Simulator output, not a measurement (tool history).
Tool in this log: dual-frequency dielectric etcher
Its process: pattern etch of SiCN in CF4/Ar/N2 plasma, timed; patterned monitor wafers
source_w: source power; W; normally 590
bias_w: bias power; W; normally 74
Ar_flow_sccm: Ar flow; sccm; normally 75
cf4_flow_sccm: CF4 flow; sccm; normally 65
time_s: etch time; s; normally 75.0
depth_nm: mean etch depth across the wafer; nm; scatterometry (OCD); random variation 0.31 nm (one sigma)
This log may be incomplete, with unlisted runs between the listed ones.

run	hour	source_w	bias_w	Ar_flow_sccm	cf4_flow_sccm	time_s	read-back reference wafer on the same gauge, depth_nm	depth_nm
1	0.0	590	74	84	65	65.0	100.9	80.9
# hour 45.5: Ar flow controller replaced
2	46.0	590	74	75	65	75.0	100.6	94.0
# hour 124.4: wet clean of the chamber
3	124.9	590	74	75	65	75.0	100.9	93.5
# hour 166.1: upper electrode replaced
4	166.6	590	74	75	65	75.0	100.8	93.4
5	233.0	590	74	75	65	75.0	100.8	94.2
6	292.1	590	74	75	65	75.0	100.7	94.5
7	332.6	590	74	64	65	75.0	100.7	96.3
8	359.7	590	74	86	65	58.5	100.8	73.3
9	399.4	480	74	63	78	75.0	100.8	79.5
10	471.2	590	74	75	65	53.5	100.8	68.4
# hour 513.9: gauge calibrated
# hour 533.2: source power generator calibrated
11	533.7	590	74	91	65	75.0	100.8	86.6
# hour 548.8: bias power generator calibrated
12	564.8	590	58	75	77	65.0	100.8	68.8
# hour 579.0: CF4 flow controller replaced
13	629.2	670	74	75	50	75.0	100.8	98.6
# hour 671.0: wet clean of the chamber
14	671.5	590	74	75	65	75.0	100.8	88.1
15	707.9	590	68	75	65	75.0	100.8	83.4
16	735.1	590	62	85	65	63.0	100.8	66.0
17	785.0	590	86	57	58	75.0	100.9	96.9
18	845.9	590	74	75	65	75.0	100.7	88.0
19	871.1	590	74	75	65	75.0	100.9	88.2
20	898.9	590	74	75	65	75.0	100.9	88.4
21	949.7	590	74	75	65	75.0	100.9	89.1
22	1013.6	680	74	66	49	75.0	100.8	100.8

For each run, the measured value with the value that run would have given without the tool's hidden condition subtracted. The run-to-run variation is shared by both, the gauge scatter possibly not:
Unlogged tool condition in this case: etch rate over this chamber's usual, %; source power that arrives over what is set, %; bias power that arrives over what is set, %; Ar flow that arrives over what is set, %; CF4 flow that arrives over what is set, %; gauge reads high (%).
run	depth_nm
1	+5.1
2	+6.2
3	+5.1
4	+5.3
5	+5.8
6	+6.3
7	+6.6
8	+5.2
9	+5.8
10	+5.4
11	+0.4
12	+0.4
13	+0.8
14	-0.7
15	-0.5
16	-0.3
17	-0.2
18	+0.1
19	+0.1
20	+0.3
21	+0.4
22	+0.8
